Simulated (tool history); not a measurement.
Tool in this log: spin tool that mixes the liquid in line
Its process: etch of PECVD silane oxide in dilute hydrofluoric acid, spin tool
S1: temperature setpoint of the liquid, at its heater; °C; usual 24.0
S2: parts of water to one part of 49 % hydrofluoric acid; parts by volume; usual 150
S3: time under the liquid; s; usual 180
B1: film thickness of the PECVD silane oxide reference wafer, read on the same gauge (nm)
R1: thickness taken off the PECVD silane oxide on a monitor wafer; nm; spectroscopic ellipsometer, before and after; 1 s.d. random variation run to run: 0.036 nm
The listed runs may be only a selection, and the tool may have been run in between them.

run   hour    S1   S2   S3     B1     R1
  1    0.0  22.5  150  180  40.06  11.99
  2    9.9  22.5  150  180  39.99  12.01
  3   25.2  22.5  150  180  39.96  11.97
  4   31.4  24.0  185  180  40.00   9.86
      43.8  -- gauge calibrated
  5   46.1  24.0  185  180  40.00   9.85
  6   57.4  24.0  185  180  40.03   9.82
      64.9  -- thermometer replaced
  7   65.4  24.0  150  180  39.96  13.48
      75.6  -- hydrofluoric acid flow meter replaced
  8   76.1  22.5  150  180  40.03  14.54
  9   90.8  22.5  100  230  40.02  29.46
 10  100.6  24.0   95  270  39.97  38.82

Run 11 is up next; what results do you expect?
 11  106.6  20.0  150  180   ?   ?

{"run 11": {"B1": 40.03, "R1": 13.11}}
Had the tool carried no hidden state, the very same run would have given R1 13.56 nm.

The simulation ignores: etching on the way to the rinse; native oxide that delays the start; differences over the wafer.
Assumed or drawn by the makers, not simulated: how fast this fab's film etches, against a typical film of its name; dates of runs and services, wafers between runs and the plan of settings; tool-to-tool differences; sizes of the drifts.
